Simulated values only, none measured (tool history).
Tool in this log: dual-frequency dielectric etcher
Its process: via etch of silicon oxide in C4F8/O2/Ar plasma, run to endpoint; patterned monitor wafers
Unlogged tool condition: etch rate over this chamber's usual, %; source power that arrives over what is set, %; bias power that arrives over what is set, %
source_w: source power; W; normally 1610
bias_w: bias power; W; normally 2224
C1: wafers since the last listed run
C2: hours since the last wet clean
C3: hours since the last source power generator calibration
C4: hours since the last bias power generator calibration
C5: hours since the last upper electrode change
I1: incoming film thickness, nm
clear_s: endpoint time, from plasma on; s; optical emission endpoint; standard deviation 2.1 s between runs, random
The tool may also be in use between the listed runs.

Run 1, hour 0.0: usual settings but source_w 1790 W; C1 0; C2 446.2; C3 3821.6; C4 3440.4; C5 4722.5; I1 1166.6. Result: clear_s 234.4 s.
At hour 32.5: wet clean of the chamber.
Run 2, hour 59.0: usual settings but source_w 1420 W; C1 185; C2 26.5; C3 3880.6; C4 3499.4; C5 4781.5; I1 1166.2. Result: clear_s 263.0 s.
Run 3, hour 138.6: usual settings but source_w 1420 W; C1 421; C2 106.1; C3 3960.2; C4 3579.0; C5 4861.1; I1 1165.5. Result: clear_s 264.5 s.
Run 4, hour 294.1: usual settings but source_w 1420 W; C1 823; C2 261.6; C3 4115.7; C4 3734.5; C5 5016.6; I1 1171.9. Result: clear_s 265.7 s.
Run 5, hour 346.6: usual settings; C1 277; C2 314.1; C3 4168.2; C4 3787.0; C5 5069.1; I1 1157.8. Result: clear_s 247.6 s.
Run 6, hour 398.7: usual settings; C1 275; C2 366.2; C3 4220.3; C4 3839.1; C5 5121.2; I1 1165.1. Result: clear_s 245.1 s.
Run 7, hour 446.1: usual settings; C1 250; C2 413.6; C3 4267.7; C4 3886.5; C5 5168.6; I1 1147.0. Result: clear_s 249.8 s.
At hour 451.2: bias power generator calibrated.
At hour 500.1: source power generator calibrated.
Run 8, hour 539.2: usual settings; C1 450; C2 506.7; C3 39.1; C4 88.0; C5 5261.7; I1 1171.9. Result: clear_s 254.5 s.
Run 9, hour 576.4: usual settings; C1 196; C2 543.9; C3 76.3; C4 125.2; C5 5298.9; I1 1166.3. Result: clear_s 251.0 s.
At hour 603.5: wet clean of the chamber.
Run 10, hour 677.9: usual settings; C1 410; C2 74.4; C3 177.8; C4 226.7; C5 5400.4; I1 1159.6. Result: clear_s 237.8 s.
At hour 714.6: upper electrode replaced.
Run 11, hour 715.8: usual settings; C1 73; C2 112.3; C3 215.7; C4 264.6; C5 1.2; I1 1170.6. Result: clear_s 240.0 s.
Run 12, hour 762.2: usual settings; C1 245; C2 158.7; C3 262.1; C4 311.0; C5 47.6; I1 1168.1. Result: clear_s 240.0 s.
Run 13, hour 804.6: usual settings but source_w 1480 W, bias_w 2701 W; C1 224; C2 201.1; C3 304.5; C4 353.4; C5 90.0; I1 1169.1. Result: clear_s 242.2 s.
Run 14, hour 863.8: usual settings; C1 313; C2 260.3; C3 363.7; C4 412.6; C5 149.2; I1 1160.4. Result: clear_s 239.3 s.
Run 15, hour 943.7: usual settings but source_w 1510 W; C1 422; C2 340.2; C3 443.6; C4 492.5; C5 229.1; I1 1167.1. Result: clear_s 255.0 s.
Run 16, hour 1000.0: usual settings but source_w 1360 W, bias_w 1754 W; C1 298; C2 396.5; C3 499.9; C4 548.8; C5 285.4; I1 1166.4. Result: clear_s 304.5 s.
At hour 1094.7: wet clean of the chamber.
Run 17, hour 1095.2: usual settings but source_w 1250 W, bias_w 2078 W; C1 376; C2 0.5; C3 595.1; C4 644.0; C5 380.6; I1 1162.8. Result: clear_s 295.3 s.
Run 18, hour 1182.8: usual settings but bias_w 2632 W; C1 463; C2 88.1; C3 682.7; C4 731.6; C5 468.2; I1 1178.0. Result: clear_s 234.5 s.
Run 19, hour 1219.6: usual settings but source_w 1990 W; C1 194; C2 124.9; C3 719.5; C4 768.4; C5 505.0; I1 1155.3. Result: clear_s 212.1 s.
Run 20, hour 1286.2: usual settings but source_w 1250 W, bias_w 2078 W; C1 352; C2 191.5; C3 786.1; C4 835.0; C5 571.6; I1 1155.2. Result: clear_s 301.0 s.
Run 21, hour 1333.8: usual settings; C1 251; C2 239.1; C3 833.7; C4 882.6; C5 619.2; I1 1167.7. Result: clear_s 247.2 s.
Run 22, hour 1434.6: usual settings but source_w 1480 W; C1 533; C2 339.9; C3 934.5; C4 983.4; C5 720.0; I1 1168.2. Result: clear_s 262.1 s.

Some steps in clear_s, run to run, broken into two amounts with sign: the step expected even without the hidden condition (settings, incoming material, random variation), and the rest, left for the hidden condition together with whatever gauge scatter is not in both the measured and the hidden-condition-free result:
Run 1 -> 2: source_w 1790 -> 1420, wet clean of the chamber. clear_s +28.6 s: hidden state -9.9, all else +38.5.
Run 9 -> 10: wet clean of the chamber. clear_s -13.2 s: hidden state -13.4, all else +0.2.
Run 17 -> 18: source_w 1250 -> 1610, bias_w 2078 -> 2632. clear_s -60.8 s: hidden state +1.7, all else -62.5.
Run 19 -> 20: source_w 1990 -> 1250, bias_w 2224 -> 2078. clear_s +88.9 s: hidden state +3.5, all else +85.4.
